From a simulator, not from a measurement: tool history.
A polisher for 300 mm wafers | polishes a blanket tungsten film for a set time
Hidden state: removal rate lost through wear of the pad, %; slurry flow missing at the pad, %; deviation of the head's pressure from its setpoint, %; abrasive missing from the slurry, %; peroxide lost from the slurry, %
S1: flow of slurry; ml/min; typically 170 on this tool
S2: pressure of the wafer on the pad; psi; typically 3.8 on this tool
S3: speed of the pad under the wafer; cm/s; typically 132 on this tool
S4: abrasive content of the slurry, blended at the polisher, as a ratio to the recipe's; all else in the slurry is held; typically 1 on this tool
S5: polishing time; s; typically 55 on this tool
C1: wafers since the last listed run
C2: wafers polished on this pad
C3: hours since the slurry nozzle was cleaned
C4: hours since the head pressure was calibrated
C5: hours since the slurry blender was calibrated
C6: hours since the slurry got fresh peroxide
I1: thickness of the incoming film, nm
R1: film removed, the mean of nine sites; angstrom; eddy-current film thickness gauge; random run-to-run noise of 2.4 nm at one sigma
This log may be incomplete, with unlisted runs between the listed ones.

run,hour,S1,S2,S3,S4,S5,C1,C2,C3,C4,C5,C6,I1,R1
1,0,170,3.8,132,1.2,55,0,1627,22.7,489.4,115.8,198.5,1003.5,3057
2,38.9,170,3.8,144,1,55,371,1998,61.6,528.3,154.7,237.4,992.8,3141
# hour 61.8: slurry tank refilled with fresh slurry and peroxide
# hour 87.3: worn pad replaced by a new one
# hour 88.8: head pressure recalibrated
3,96.2,170,4.4,132,1,55,485,70,118.9,7.4,212,34.4,969.4,3578
# hour 123.9: slurry blender recalibrated
4,158.3,170,4.4,132,1,55,574,644,181,69.5,34.4,96.5,987.5,3580
5,194.8,170,4.4,132,1,55,348,993,217.5,106,70.9,133,979.9,3514
6,266.4,170,3.8,132,1,55,683,1677,289.1,177.6,142.5,204.6,996.7,2981
7,310.5,170,3.8,132,1,55,421,2098,333.2,221.7,186.6,248.7,994,2869
# hour 325.9: slurry tank refilled with fresh slurry and peroxide
# hour 338.6: slurry nozzle cleaned
8,342.7,170,3.8,132,1,55,288,2387,4.1,253.9,218.8,16.8,1004.9,2819
# hour 353.9: worn pad replaced by a new one
# hour 378.5: slurry blender recalibrated
9,383.9,170,3.8,132,1,55,336,267,45.3,295.1,5.4,58,991.6,3072
10,514.7,170,3.8,132,1,55,1249,1516,176.1,425.9,136.2,188.8,990.7,2975
# hour 554.4: slurry tank refilled with fresh slurry and peroxide
# hour 643.3: worn pad replaced by a new one
# hour 672.5: head pressure recalibrated
# hour 675: slurry blender recalibrated
11,690.3,170,3.8,132,1,55,1591,410,351.7,17.8,15.3,135.9,985,3071
12,728.4,190,3.8,132,1.25,55,363,774,389.8,55.9,53.4,174,994.7,3295
13,767.6,195,2.8,132,1.15,55,374,1148,429,95.1,92.6,213.2,971.2,2373
# hour 788.5: slurry nozzle cleaned
14,805.3,170,3.8,132,1.25,55,350,1499,16.8,132.8,130.3,250.9,993.1,3096
# hour 835.2: slurry tank refilled with fresh slurry and peroxide
15,840.9,115,3.8,104,1.2,55,330,1829,52.4,168.4,165.9,5.7,986.3,2192
16,899,145,3.8,132,0.75,55,554,2384,110.5,226.5,224,63.8,1000.6,2544
# hour 920.6: worn pad replaced by a new one
# hour 955.1: slurry blender recalibrated
17,955.6,170,3.2,168,1,55,483,315,167.1,283.1,0.5,120.4,1001.5,3311
18,991.7,145,3.8,132,0.85,47,344,660,203.2,319.2,36.6,156.5,1000.4,2436
19,1025.6,170,3.8,132,1,55,323,984,237.1,353.1,70.5,190.4,988.8,3019
# hour 1066.1: slurry tank refilled with fresh slurry and peroxide
20,1092,155,3.8,132,1,55,624,1608,303.5,419.5,136.9,25.9,982.7,2911
# hour 1127.8: slurry nozzle cleaned
21,1149.5,190,3.8,170,1,55,539,2148,21.7,477,194.4,83.4,982.5,3760
22,1208.5,170,4.8,132,0.8,55,563,2712,80.7,536,253.4,142.4,988.2,3255
# hour 1219.1: worn pad replaced by a new one
23,1235,170,3.8,132,1,55,214,151,107.2,562.5,279.9,168.9,986.9,3053
# hour 1240.3: slurry blender recalibrated
24,1260.6,170,3.8,132,0.7,66,225,377,132.8,588.1,20.3,194.5,970.6,3304
25,1299.6,170,3.8,132,1,55,372,749,171.8,627.1,59.3,233.5,981.7,3011

3 ways to go on from here, each from the tool as it stands after run 25. What would each give?
A,1300,170,3.8,132,1,55,3,753,172.2,627.5,59.7,233.9,980.2,?
B,1300,215,3.8,132,1.15,55,3,753,172.2,627.5,59.7,233.9,980.2,?
C,1300,170,3.8,92,1.15,55,3,753,172.2,627.5,59.7,233.9,980.2,?

run,R1
A,3003
B,3220
C,2167
Stripped of hidden state, with their random variation kept, the same runs would have yielded:
run,R1
A,3065
B,3286
C,2212
